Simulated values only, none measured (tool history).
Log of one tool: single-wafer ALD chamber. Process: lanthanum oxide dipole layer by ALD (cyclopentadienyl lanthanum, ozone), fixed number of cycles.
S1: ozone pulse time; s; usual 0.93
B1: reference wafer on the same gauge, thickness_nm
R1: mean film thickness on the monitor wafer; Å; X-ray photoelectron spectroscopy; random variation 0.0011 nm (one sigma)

run 1 hour=0 | S1=0.82 | B1=0.478 | R1=4.73
run 2 hour=98.6 | S1=0.93 | B1=0.478 | R1=5.15
run 3 hour=204.6 | S1=0.93 | B1=0.478 | R1=5.14
run 4 hour=267.1 | S1=0.93 | B1=0.477 | R1=5.16
run 5 hour=338.1 | S1=0.93 | B1=0.478 | R1=5.15
run 6 hour=389.6 | S1=0.93 | B1=0.478 | R1=5.15
run 7 hour=442.1 | S1=0.93 | B1=0.478 | R1=5.16
run 8 hour=517.7 | S1=0.93 | B1=0.478 | R1=5.16
run 9 hour=590.6 | S1=0.93 | B1=0.478 | R1=5.16
run 10 hour=648.1 | S1=0.93 | B1=0.478 | R1=5.17
run 11 hour=939.9 | S1=0.69 | B1=0.478 | R1=3.95
run 12 hour=1007.8 | S1=0.69 | B1=0.477 | R1=3.97
run 13 hour=1058.1 | S1=0.77 | B1=0.477 | R1=4.47
run 14 hour=1138.2 | S1=0.93 | B1=0.477 | R1=5.16
run 15 hour=1232.3 | S1=1.27 | B1=0.478 | R1=5.8
-- hour=1316.7 gauge calibrated
run 16 hour=1337.8 | S1=1.29 | B1=0.482 | R1=5.89
-- hour=1347.7 thermocouple changed; heater temperature recalibrated
run 17 hour=1420.7 | S1=1.2 | B1=0.481 | R1=5.78
run 18 hour=1480.6 | S1=0.7 | B1=0.481 | R1=4.06
run 19 hour=1564.8 | S1=0.61 | B1=0.481 | R1=3.3
run 20 hour=1660.7 | S1=1.08 | B1=0.481 | R1=5.58
-- hour=1695 ozone generator serviced
run 21 hour=1766.7 | S1=0.72 | B1=0.48 | R1=4.18
run 22 hour=1852.6 | S1=0.74 | B1=0.48 | R1=4.3
run 23 hour=1926.5 | S1=0.82 | B1=0.479 | R1=4.74
run 24 hour=2024.1 | S1=1.06 | B1=0.479 | R1=5.53
run 25 hour=2100.9 | S1=0.69 | B1=0.479 | R1=3.98
-- hour=2181.1 showerhead replaced
run 26 hour=2186.7 | S1=0.93 | B1=0.478 | R1=5.17
run 27 hour=2281 | S1=1.05 | B1=0.478 | R1=5.48
run 28 hour=2364.6 | S1=0.93 | B1=0.479 | R1=5.16
run 29 hour=2477.9 | S1=1.1 | B1=0.478 | R1=5.6
run 30 hour=2519.1 | S1=0.57 | B1=0.478 | R1=2.88
run 31 hour=2594.7 | S1=0.64 | B1=0.478 | R1=3.57
run 32 hour=2671.4 | S1=0.93 | B1=0.478 | R1=5.15
run 33 hour=2728.5 | S1=0.56 | B1=0.478 | R1=2.76
run 34 hour=2881.6 | S1=0.93 | B1=0.478 | R1=5.15

What the log doesn't show, run by run:
wafer temperature above the value expected at the setpoint (K): 0 in every run
ozone dose above that of a generator just serviced (%): 0 in every run
H1: gauge reads high (%)
run=1 H1=-0.793
run=2 H1=-0.807
run=3 H1=-0.821
run=4 H1=-0.829
run=5 H1=-0.837
run=6 H1=-0.842
run=7 H1=-0.848
run=8 H1=-0.855
run=9 H1=-0.861
run=10 H1=-0.866
run=11 H1=-0.887
run=12 H1=-0.891
run=13 H1=-0.893
run=14 H1=-0.898
run=15 H1=-0.902
run=16 H1=-0.0592
run=17 H1=-0.142
run=18 H1=-0.198
run=19 H1=-0.271
run=20 H1=-0.347
run=21 H1=-0.423
run=22 H1=-0.48
run=23 H1=-0.524
run=24 H1=-0.578
run=25 H1=-0.617
run=26 H1=-0.658
run=27 H1=-0.698
run=28 H1=-0.731
run=29 H1=-0.771
run=30 H1=-0.785
run=31 H1=-0.809
run=32 H1=-0.831
run=33 H1=-0.846
run=34 H1=-0.884
